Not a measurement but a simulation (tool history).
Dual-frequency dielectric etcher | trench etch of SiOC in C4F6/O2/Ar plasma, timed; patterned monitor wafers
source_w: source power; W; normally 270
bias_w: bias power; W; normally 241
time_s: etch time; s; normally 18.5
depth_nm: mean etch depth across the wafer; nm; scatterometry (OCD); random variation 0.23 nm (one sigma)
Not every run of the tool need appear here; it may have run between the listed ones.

| run | day | source_w | bias_w | time_s | wafers since the last listed run | hours since the last wet clean | hours since the last source power generator calibration | hours since the last bias power generator calibration | hours since the last upper electrode change | hours since the gauge calibration | read-back reference wafer on the same gauge, depth_nm | depth_nm |
|---|---|---|---|---|---|---|---|---|---|---|---|---|
| 1 | 0.000 | 270 | 276 | 18.5 | 0 | 2.8 | 4116.9 | 1697.7 | 3820.0 | 355.8 | 34.71 | 38.15 |
| 2 | 1.496 | 270 | 276 | 18.5 | 440 | 38.7 | 4152.8 | 1733.6 | 3855.9 | 391.7 | 34.68 | 37.95 |
| 3 | 2.012 | 270 | 276 | 18.5 | 152 | 51.1 | 4165.2 | 1746.0 | 3868.3 | 404.1 | 34.78 | 38.02 |
| 4 | 2.621 | 270 | 195 | 18.5 | 179 | 65.7 | 4179.8 | 1760.6 | 3882.9 | 418.7 | 34.73 | 33.16 |
| 5 | 3.600 | 270 | 195 | 18.5 | 288 | 89.2 | 4203.3 | 1784.1 | 3906.4 | 442.2 | 34.69 | 33.31 |
| 6 | 4.938 | 290 | 280 | 18.5 | 393 | 121.3 | 4235.4 | 1816.2 | 3938.5 | 474.3 | 34.73 | 39.62 |
| 7 | 5.767 | 290 | 280 | 18.5 | 244 | 141.2 | 4255.3 | 1836.1 | 3958.4 | 494.2 | 34.65 | 40.34 |
| 8 | 6.829 | 310 | 227 | 18.5 | 312 | 166.7 | 4280.8 | 1861.6 | 3983.9 | 519.7 | 34.71 | 37.21 |
| 9 | 7.333 | 310 | 227 | 18.5 | 148 | 178.8 | 4292.9 | 1873.7 | 3996.0 | 531.8 | 34.81 | 37.59 |
|  | 8.054 | bias power generator calibrated |
| 10 | 8.454 | 310 | 227 | 18.5 | 281 | 205.7 | 4319.8 | 9.6 | 4022.9 | 558.7 | 34.77 | 37.62 |
| 11 | 8.967 | 270 | 222 | 18.5 | 150 | 218.0 | 4332.1 | 21.9 | 4035.2 | 571.0 | 34.79 | 34.69 |
|  | 10.079 | upper electrode replaced |
| 12 | 10.100 | 250 | 241 | 18.5 | 39 | 245.2 | 4359.3 | 49.1 | 0.5 | 598.2 | 34.76 | 34.84 |
| 13 | 10.854 | 240 | 283 | 20.5 | 222 | 263.3 | 4377.4 | 67.2 | 18.6 | 616.3 | 34.79 | 40.80 |
|  | 11.675 | gauge calibrated |
| 14 | 12.179 | 210 | 276 | 21.5 | 390 | 295.1 | 4409.2 | 99.0 | 50.4 | 12.1 | 34.57 | 40.14 |
| 15 | 12.762 | 270 | 185 | 18.5 | 171 | 309.1 | 4423.2 | 113.0 | 64.4 | 26.1 | 34.70 | 32.08 |
|  | 13.125 | source power generator calibrated |
| 16 | 14.212 | 270 | 212 | 14.5 | 377 | 343.9 | 26.1 | 147.8 | 99.2 | 60.9 | 34.77 | 26.67 |
|  | 16.271 | wet clean of the chamber |
| 17 | 16.292 | 270 | 241 | 18.5 | 317 | 0.5 | 76.0 | 197.7 | 149.1 | 110.8 | 34.72 | 36.52 |
| 18 | 16.304 | 270 | 241 | 20.0 | 3 | 0.8 | 76.3 | 198.0 | 149.4 | 111.1 | 34.61 | 38.83 |
| 19 | 16.796 | 270 | 241 | 20.5 | 144 | 12.6 | 88.1 | 209.8 | 161.2 | 122.9 | 34.71 | 40.10 |
| 20 | 18.150 | 300 | 185 | 21.5 | 398 | 45.1 | 120.6 | 242.3 | 193.7 | 155.4 | 34.82 | 39.23 |
| 21 | 19.262 | 210 | 282 | 20.0 | 327 | 71.8 | 147.3 | 269.0 | 220.4 | 182.1 | 34.62 | 37.39 |
| 22 | 20.338 | 310 | 280 | 14.5 | 316 | 97.6 | 173.1 | 294.8 | 246.2 | 207.9 | 34.64 | 31.51 |
| 23 | 21.542 | 270 | 241 | 18.5 | 354 | 126.5 | 202.0 | 323.7 | 275.1 | 236.8 | 34.80 | 36.32 |
| 24 | 22.496 | 340 | 195 | 16.0 | 281 | 149.4 | 224.9 | 346.6 | 298.0 | 259.7 | 34.62 | 31.67 |

What the log doesn't show, run by run:
etch rate over this chamber's usual, %: 0, the same for each run
source power that arrives over what is set, %: 0, the same for each run
bias power that arrives over what is set, %: 0, the same for each run
gauge reads high (%): 0, the same for each run

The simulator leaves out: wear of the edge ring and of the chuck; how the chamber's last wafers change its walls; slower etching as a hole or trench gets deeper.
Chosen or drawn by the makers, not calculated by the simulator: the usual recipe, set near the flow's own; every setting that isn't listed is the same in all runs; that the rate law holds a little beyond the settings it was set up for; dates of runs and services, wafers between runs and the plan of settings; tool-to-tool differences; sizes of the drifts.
